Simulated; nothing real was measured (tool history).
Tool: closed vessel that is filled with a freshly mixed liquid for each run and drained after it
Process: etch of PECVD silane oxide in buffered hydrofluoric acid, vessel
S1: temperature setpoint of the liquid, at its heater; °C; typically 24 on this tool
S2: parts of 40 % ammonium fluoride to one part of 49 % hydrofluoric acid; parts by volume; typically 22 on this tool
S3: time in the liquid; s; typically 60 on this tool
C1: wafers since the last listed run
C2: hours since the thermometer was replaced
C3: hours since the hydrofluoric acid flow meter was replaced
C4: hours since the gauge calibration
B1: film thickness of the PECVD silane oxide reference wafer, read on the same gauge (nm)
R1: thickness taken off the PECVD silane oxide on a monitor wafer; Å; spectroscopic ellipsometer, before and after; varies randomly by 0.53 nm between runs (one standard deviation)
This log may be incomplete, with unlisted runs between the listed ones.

run	day	S1	S2	S3	C1	C2	C3	C4	B1	R1
1	0	24	22	60	0	2811	512	418.1	79.99	673.8
2	0.638	24	22	60	1965	2826.3	527.3	433.4	79.99	673.3
3	1.483	24	22	45	2607	2846.6	547.6	453.7	80	502.7
4	2.604	24	22	45	3455	2873.5	574.5	480.6	80.01	500
5	3.283	20	22	60	2093	2889.8	590.8	496.9	79.97	543.4
6	4.3	24	22	60	3133	2914.2	615.2	521.3	79.99	676.7
7	5.592	24	22	60	3981	2945.2	646.2	552.3	79.98	676.7
8	6.767	24	22	60	3621	2973.4	674.4	580.5	79.99	682.7
9	7.567	24	22	70	2466	2992.6	693.6	599.7	80.01	782.3
10	8.504	24	22	70	2889	3015.1	716.1	622.2	79.99	797.7
11	9.15	24	22	60	1990	3030.6	731.6	637.7	79.98	685.1
12	10.317	24	22	60	3596	3058.6	759.6	665.7	80.01	680
13	11.283	24	22	60	2979	3081.8	782.8	688.9	80.01	671.4
# day 12.267: gauge calibrated
14	12.625	20.5	22	60	4135	3114	815	8.6	79.99	572.1
15	13.504	20.5	22	60	2710	3135.1	836.1	29.7	79.99	565
16	14.183	24	22	45	2093	3151.4	852.4	46	80.01	510
17	16.892	24	22	60	8348	3216.4	917.4	111	80.01	687.8
# day 17.104: thermometer replaced
18	18.029	22.5	29	70	3377	22.2	944.7	138.3	80.01	528.7
19	21.533	24	22	60	10801	106.3	1028.8	222.4	79.99	583
20	22.396	22.5	22	70	2658	127	1049.5	243.1	80	630.6
# day 23.025: hydrofluoric acid flow meter replaced
21	23.129	22.5	26	35	2132	144.6	2.5	260.7	80	278.8
22	23.788	19.5	22	60	2029	160.4	18.3	276.5	80.01	464.7
23	24.846	20.5	22	60	3262	185.8	43.7	301.9	80.01	486.8
24	25.712	27	22	60	2671	206.6	64.5	322.7	79.99	697.7
25	26.562	21	17.5	30	2620	227	84.9	343.1	80.02	307
26	27.838	28.5	27.5	75	3930	257.6	115.5	373.7	80	804.8
27	28.546	21	22	60	2183	274.6	132.5	390.7	79.99	501.4
28	29.146	19.5	22	85	1849	289	146.9	405.1	79.99	659.4
29	29.925	27.5	14	75	2401	307.7	165.6	423.8	80	1386.1
30	30.521	24	22	60	1836	322	179.9	438.1	80	603.8
31	31.412	24	14	60	2748	343.4	201.3	459.5	80.01	898.5

4 ways to go on from here, each from the tool as it stands after run 31. What would each give?
A	31.442	24	22	60	89	344.1	202	460.2	?	?
B	31.442	20.5	22	80	89	344.1	202	460.2	?	?
C	31.442	25.5	22	60	89	344.1	202	460.2	?	?
D	31.442	27.5	22	85	89	344.1	202	460.2	?	?

run	B1	R1
A	79.99	592.5
B	79.99	651.1
C	79.99	642.9
D	79.99	1014.3
Stripped of hidden state, with their random variation kept, the same runs would have yielded:
run	R1
A	580.3
B	637.4
C	629.8
D	993.9
